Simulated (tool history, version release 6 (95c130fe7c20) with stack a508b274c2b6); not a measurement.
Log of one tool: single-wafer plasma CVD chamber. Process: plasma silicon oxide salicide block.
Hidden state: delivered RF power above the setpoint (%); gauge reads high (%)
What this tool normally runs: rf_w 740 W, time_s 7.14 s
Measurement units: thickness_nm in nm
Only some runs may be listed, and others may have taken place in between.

run	hour	rf_w	time_s	wafers since the last listed run	hours since the last RF generator calibration	hours since the showerhead was replaced	hours since the gauge calibration	read-back reference wafer on the same gauge, thickness_nm	thickness_nm
1	0.0	740	7.14	0	448.0	3873.3	1173.9	77.536	80.714
2	66.3	740	6.25	1216	514.3	3939.6	1240.2	77.635	70.653
3	115.9	740	7.14	910	563.9	3989.2	1289.8	77.617	80.709
4	164.0	740	7.14	882	612.0	4037.3	1337.9	77.598	81.344
5	257.5	740	7.14	1715	705.5	4130.8	1431.4	77.724	80.614
6	316.8	740	7.14	1088	764.8	4190.1	1490.7	77.776	80.911
7	386.0	780	7.78	1269	834.0	4259.3	1559.9	77.868	90.424
8	410.1	780	7.78	442	858.1	4283.4	1584.0	77.821	90.244
9	458.7	740	7.14	891	906.7	4332.0	1632.6	77.913	81.892
10	515.5	740	7.14	1042	963.5	4388.8	1689.4	77.923	81.066
11	565.2	740	6.31	911	1013.2	4438.5	1739.1	78.047	71.828
12	628.7	740	6.31	1165	1076.7	4502.0	1802.6	78.173	71.121
13	685.3	740	7.14	1038	1133.3	4558.6	1859.2	78.045	81.504
14	753.3	630	7.71	1247	1201.3	4626.6	1927.2	78.149	82.874
15	967.7	630	7.71	3933	1415.7	4841.0	2141.6	78.365	82.955
# hour 976.4: showerhead replaced
16	1138.0	630	7.71	2977	1586.0	161.6	2311.9	78.530	83.694
# hour 1187.3: RF generator calibrated
17	1205.3	740	7.14	1088	18.0	228.9	2379.2	78.614	82.223
18	1230.3	740	7.14	458	43.0	253.9	2404.2	78.726	81.967
19	1292.2	740	7.14	1135	104.9	315.8	2466.1	78.741	81.201
20	1355.3	740	7.14	1157	168.0	378.9	2529.2	78.810	82.480
21	1425.4	740	7.14	1286	238.1	449.0	2599.3	78.887	82.238
22	1484.5	820	5.76	1084	297.2	508.1	2658.4	79.167	68.414
23	1534.6	815	7.14	919	347.3	558.2	2708.5	79.099	85.104
24	1573.4	630	6.64	711	386.1	597.0	2747.3	79.009	72.446
25	1623.8	620	7.67	924	436.5	647.4	2797.7	79.203	83.183
26	1681.3	875	8.12	1055	494.0	704.9	2855.2	79.181	99.461
27	1752.8	740	7.14	1311	565.5	776.4	2926.7	79.458	82.506
28	1798.8	740	6.31	844	611.5	822.4	2972.7	79.454	72.953
# hour 1851.2: gauge calibrated
29	1852.4	625	8.11	983	665.1	876.0	1.2	77.390	86.593
30	1904.3	625	8.11	952	717.0	927.9	53.1	77.488	86.304
31	1974.6	740	7.14	1289	787.3	998.2	123.4	77.395	81.711
32	2033.5	880	6.12	1080	846.2	1057.1	182.3	77.486	74.076

Run 33 has not been measured yet. What should we expect?
33	2087.3	610	6.30	987	900.0	1110.9	236.1	?	?

{"run 33": {"read-back reference wafer on the same gauge, thickness_nm": 77.343, "thickness_nm": 66.03}}
Minus the tool's unlogged condition, the same run would have read thickness_nm 65.753 nm.
